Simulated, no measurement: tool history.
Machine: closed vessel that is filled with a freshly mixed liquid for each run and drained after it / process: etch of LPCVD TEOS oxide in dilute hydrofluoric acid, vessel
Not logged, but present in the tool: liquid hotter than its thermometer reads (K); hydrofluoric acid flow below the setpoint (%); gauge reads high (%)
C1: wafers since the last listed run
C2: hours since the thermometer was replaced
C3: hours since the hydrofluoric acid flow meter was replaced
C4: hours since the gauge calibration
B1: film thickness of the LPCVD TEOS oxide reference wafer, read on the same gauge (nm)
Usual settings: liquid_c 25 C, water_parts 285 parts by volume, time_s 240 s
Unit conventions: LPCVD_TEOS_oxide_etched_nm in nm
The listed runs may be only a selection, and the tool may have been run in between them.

run 1 hour=0 | liquid_c=28 water_parts=285 time_s=240 | C1=0 C2=538.4 C3=535.7 C4=598.9 | B1=29.99 | LPCVD_TEOS_oxide_etched_nm=35.5
run 2 hour=58.4 | liquid_c=28 water_parts=285 time_s=240 | C1=4553 C2=596.8 C3=594.1 C4=657.3 | B1=30.02 | LPCVD_TEOS_oxide_etched_nm=34.6
run 3 hour=101.6 | liquid_c=25 water_parts=285 time_s=240 | C1=3368 C2=640 C3=637.3 C4=700.5 | B1=30.01 | LPCVD_TEOS_oxide_etched_nm=31.59
run 4 hour=162.5 | liquid_c=25 water_parts=285 time_s=240 | C1=4748 C2=700.9 C3=698.2 C4=761.4 | B1=29.96 | LPCVD_TEOS_oxide_etched_nm=31.3
run 5 hour=209.6 | liquid_c=25 water_parts=285 time_s=240 | C1=3672 C2=748 C3=745.3 C4=808.5 | B1=30.03 | LPCVD_TEOS_oxide_etched_nm=31.54
run 6 hour=240.4 | liquid_c=25 water_parts=370 time_s=240 | C1=2401 C2=778.8 C3=776.1 C4=839.3 | B1=30.06 | LPCVD_TEOS_oxide_etched_nm=21.96
run 7 hour=296.1 | liquid_c=25 water_parts=370 time_s=240 | C1=4342 C2=834.5 C3=831.8 C4=895 | B1=30 | LPCVD_TEOS_oxide_etched_nm=22.03
-- hour=332.7 gauge calibrated
run 8 hour=359.4 | liquid_c=25 water_parts=355 time_s=240 | C1=4935 C2=897.8 C3=895.1 C4=26.7 | B1=30 | LPCVD_TEOS_oxide_etched_nm=23.05
run 9 hour=422.4 | liquid_c=25 water_parts=285 time_s=190 | C1=4912 C2=960.8 C3=958.1 C4=89.7 | B1=30.02 | LPCVD_TEOS_oxide_etched_nm=24.18
run 10 hour=462.9 | liquid_c=23 water_parts=285 time_s=240 | C1=3157 C2=1001.3 C3=998.6 C4=130.2 | B1=30.01 | LPCVD_TEOS_oxide_etched_nm=27.94
-- hour=526.3 hydrofluoric acid flow meter replaced
run 11 hour=530.5 | liquid_c=23.5 water_parts=325 time_s=240 | C1=5192 C2=1068.9 C3=4.2 C4=197.8 | B1=30.04 | LPCVD_TEOS_oxide_etched_nm=23.12
run 12 hour=559.4 | liquid_c=25 water_parts=285 time_s=240 | C1=2253 C2=1097.8 C3=33.1 C4=226.7 | B1=29.97 | LPCVD_TEOS_oxide_etched_nm=28.33
-- hour=574.6 thermometer replaced
run 13 hour=608.4 | liquid_c=28 water_parts=285 time_s=240 | C1=3742 C2=33.8 C3=82.1 C4=275.7 | B1=29.96 | LPCVD_TEOS_oxide_etched_nm=31.37
run 14 hour=650.3 | liquid_c=23 water_parts=325 time_s=280 | C1=3266 C2=75.7 C3=124 C4=317.6 | B1=29.97 | LPCVD_TEOS_oxide_etched_nm=25.92
-- hour=707.8 hydrofluoric acid flow meter replaced, repeated, since the last time left the tool worse
run 15 hour=717.7 | liquid_c=27.5 water_parts=415 time_s=240 | C1=5177 C2=143.1 C3=9.9 C4=385 | B1=30.02 | LPCVD_TEOS_oxide_etched_nm=21.82
run 16 hour=785.8 | liquid_c=25 water_parts=285 time_s=330 | C1=5309 C2=211.2 C3=78 C4=453.1 | B1=30 | LPCVD_TEOS_oxide_etched_nm=44.46

A few steps of LPCVD_TEOS_oxide_etched_nm between consecutive runs. Split each: what settings, incoming material and random variation would produce without the hidden state, and what is left over for the hidden state, along with gauge scatter present in only one of the two compared results (measured, and without hidden state):
Run 14 -> 15: liquid_c 23 -> 27.5, water_parts 325 -> 415, time_s 280 -> 240, hydrofluoric acid flow meter replaced, repeated, since the last time left the tool worse. LPCVD_TEOS_oxide_etched_nm -4.1 nm: hidden state +3.92, all else -8.02.
Run 15 -> 16: liquid_c 27.5 -> 25, water_parts 415 -> 285, time_s 240 -> 330. LPCVD_TEOS_oxide_etched_nm +22.64 nm: hidden state -0.56, all else +23.2.
